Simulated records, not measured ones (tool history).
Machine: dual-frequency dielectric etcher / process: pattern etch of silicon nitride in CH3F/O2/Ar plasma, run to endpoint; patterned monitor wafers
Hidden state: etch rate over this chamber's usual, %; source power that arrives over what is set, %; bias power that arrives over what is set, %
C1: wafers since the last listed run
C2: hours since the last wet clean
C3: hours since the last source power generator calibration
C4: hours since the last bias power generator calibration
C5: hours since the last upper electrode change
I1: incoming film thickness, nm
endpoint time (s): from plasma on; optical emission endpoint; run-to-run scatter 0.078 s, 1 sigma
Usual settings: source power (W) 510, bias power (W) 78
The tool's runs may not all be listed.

Run 1, day 0.000: usual settings; C1 0; C2 107.0; C3 3025.8; C4 2563.7; C5 3097.4; I1 20.07. Result: endpoint time (s) 25.8.
Run 2, day 2.650: usual settings; C1 889; C2 170.6; C3 3089.4; C4 2627.3; C5 3161.0; I1 19.96. Result: endpoint time (s) 25.8.
Run 3, day 5.975: usual settings; C1 1115; C2 250.4; C3 3169.2; C4 2707.1; C5 3240.8; I1 19.94. Result: endpoint time (s) 25.9.
Run 4, day 10.054: usual settings; C1 1368; C2 348.3; C3 3267.1; C4 2805.0; C5 3338.7; I1 20.03. Result: endpoint time (s) 26.1.
Run 5, day 12.588: usual settings; C1 849; C2 409.1; C3 3327.9; C4 2865.8; C5 3399.5; I1 20.19. Result: endpoint time (s) 26.3.
Run 6, day 14.338: usual settings but source power (W) 420, bias power (W) 92; C1 587; C2 451.1; C3 3369.9; C4 2907.8; C5 3441.5; I1 20.17. Result: endpoint time (s) 27.0.
At day 16.629: wet clean of the chamber.
Run 7, day 18.183: usual settings but source power (W) 420, bias power (W) 92; C1 954; C2 37.3; C3 3462.2; C4 3000.1; C5 3533.8; I1 19.78. Result: endpoint time (s) 25.7.
Run 8, day 21.200: usual settings but bias power (W) 85; C1 1012; C2 109.7; C3 3534.6; C4 3072.5; C5 3606.2; I1 19.88. Result: endpoint time (s) 24.8.
Run 9, day 24.771: usual settings but bias power (W) 85; C1 1198; C2 195.4; C3 3620.3; C4 3158.2; C5 3691.9; I1 20.02. Result: endpoint time (s) 25.2.
Run 10, day 26.375: usual settings; C1 538; C2 233.9; C3 3658.8; C4 3196.7; C5 3730.4; I1 20.18. Result: endpoint time (s) 26.0.
Run 11, day 30.854: usual settings but source power (W) 440; C1 1502; C2 341.4; C3 3766.3; C4 3304.2; C5 3837.9; I1 19.94. Result: endpoint time (s) 27.4.
At day 33.983: upper electrode replaced.
Run 12, day 34.458: usual settings but source power (W) 440; C1 873; C2 427.9; C3 3852.8; C4 3390.7; C5 11.4; I1 19.84. Result: endpoint time (s) 27.4.
Run 13, day 37.371: usual settings but source power (W) 590; C1 977; C2 497.8; C3 3922.7; C4 3460.6; C5 81.3; I1 19.86. Result: endpoint time (s) 24.5.
At day 39.071: wet clean of the chamber.
Run 14, day 41.092: usual settings but source power (W) 600, bias power (W) 65; C1 912; C2 48.5; C3 4012.0; C4 3549.9; C5 170.6; I1 20.02. Result: endpoint time (s) 25.6.
Run 15, day 43.971: usual settings but bias power (W) 87; C1 966; C2 117.6; C3 4081.1; C4 3619.0; C5 239.7; I1 20.17. Result: endpoint time (s) 24.8.
Run 16, day 48.133: usual settings but bias power (W) 87; C1 1396; C2 217.5; C3 4181.0; C4 3718.9; C5 339.6; I1 20.12. Result: endpoint time (s) 24.9.
Run 17, day 50.596: usual settings; C1 826; C2 276.6; C3 4240.1; C4 3778.0; C5 398.7; I1 20.05. Result: endpoint time (s) 26.0.
Run 18, day 54.896: usual settings; C1 1442; C2 379.8; C3 4343.3; C4 3881.2; C5 501.9; I1 19.98. Result: endpoint time (s) 25.9.
At day 55.729: source power generator calibrated.
Run 19, day 58.121: usual settings; C1 1026; C2 457.2; C3 57.4; C4 3958.6; C5 579.3; I1 19.97. Result: endpoint time (s) 25.9.
At day 61.496: wet clean of the chamber.
Run 20, day 62.000: usual settings but bias power (W) 98; C1 966; C2 12.1; C3 150.5; C4 4051.7; C5 672.4; I1 20.16. Result: endpoint time (s) 23.6.
Run 21, day 65.300: usual settings but source power (W) 600; C1 1107; C2 91.3; C3 229.7; C4 4130.9; C5 751.6; I1 20.11. Result: endpoint time (s) 24.1.
Run 22, day 68.383: usual settings; C1 1034; C2 165.3; C3 303.7; C4 4204.9; C5 825.6; I1 20.19. Result: endpoint time (s) 26.0.
Run 23, day 70.967: usual settings but source power (W) 620, bias power (W) 96; C1 866; C2 227.3; C3 365.7; C4 4266.9; C5 887.6; I1 19.97. Result: endpoint time (s) 22.1.
Run 24, day 75.396: usual settings but bias power (W) 84; C1 1486; C2 333.6; C3 472.0; C4 4373.2; C5 993.9; I1 20.07. Result: endpoint time (s) 25.3.
Run 25, day 79.325: usual settings but source power (W) 450, bias power (W) 64; C1 1318; C2 427.9; C3 566.3; C4 4467.5; C5 1088.2; I1 20.30. Result: endpoint time (s) 29.7.
Run 26, day 82.358: usual settings; C1 1017; C2 500.7; C3 639.1; C4 4540.3; C5 1161.0; I1 20.03. Result: endpoint time (s) 26.0.
Run 27, day 83.892: usual settings but bias power (W) 95; C1 514; C2 537.5; C3 675.9; C4 4577.1; C5 1197.8; I1 19.95. Result: endpoint time (s) 24.2.
At day 87.567: wet clean of the chamber.
Run 28, day 87.588: usual settings but source power (W) 410, bias power (W) 94; C1 904; C2 0.5; C3 764.6; C4 4665.8; C5 1286.5; I1 20.10. Result: endpoint time (s) 26.1.
At day 88.262: bias power generator calibrated.
Run 29, day 91.812: usual settings but bias power (W) 98; C1 1361; C2 101.9; C3 866.0; C4 85.2; C5 1387.9; I1 20.05. Result: endpoint time (s) 24.2.
Run 30, day 100.838: usual settings but source power (W) 570, bias power (W) 91; C1 3028; C2 318.5; C3 1082.6; C4 301.8; C5 1604.5; I1 19.85. Result: endpoint time (s) 23.7.
Run 31, day 104.371: usual settings but source power (W) 560, bias power (W) 91; C1 1185; C2 403.3; C3 1167.4; C4 386.6; C5 1689.3; I1 19.92. Result: endpoint time (s) 24.0.
Run 32, day 106.408: usual settings but source power (W) 570, bias power (W) 70; C1 683; C2 452.2; C3 1216.3; C4 435.5; C5 1738.2; I1 19.93. Result: endpoint time (s) 26.2.
At day 108.442: wet clean of the chamber.
Run 33, day 110.288: usual settings; C1 966; C2 44.3; C3 1309.4; C4 528.6; C5 1831.3; I1 20.10. Result: endpoint time (s) 26.2.
Run 34, day 112.067: usual settings but source power (W) 400, bias power (W) 86; C1 596; C2 87.0; C3 1352.1; C4 571.3; C5 1874.0; I1 20.00. Result: endpoint time (s) 27.8.
Run 35, day 114.738: usual settings; C1 896; C2 151.1; C3 1416.2; C4 635.4; C5 1938.1; I1 20.01. Result: endpoint time (s) 26.2.
Run 36, day 118.354: usual settings but source power (W) 560, bias power (W) 89; C1 1213; C2 237.9; C3 1503.0; C4 722.2; C5 2024.9; I1 20.09. Result: endpoint time (s) 24.1.

Table of differences, measured result less the result of that run with no hidden state. Run-to-run variation is the same in both. Gauge scatter possibly is not:
run  endpoint time (s)
  1               -0.1
  2               -0.1
  3               +0.1
  4               +0.2
  5               +0.2
  6               +0.2
  7               -0.3
  8               -0.2
  9               -0.1
 10               -0.1
 11               +0.0
 12               +0.1
 13               +0.2
 14               -0.3
 15               -0.2
 16               -0.1
 17               -0.1
 18               +0.0
 19               +0.1
 20               -0.4
 21               -0.3
 22               -0.2
 23               -0.2
 24               -0.1
 25               +0.0
 26               +0.1
 27               +0.1
 28               -0.5
 29               +0.2
 30               +0.4
 31               +0.5
 32               +0.6
 33               +0.1
 34               +0.1
 35               +0.2
 36               +0.2
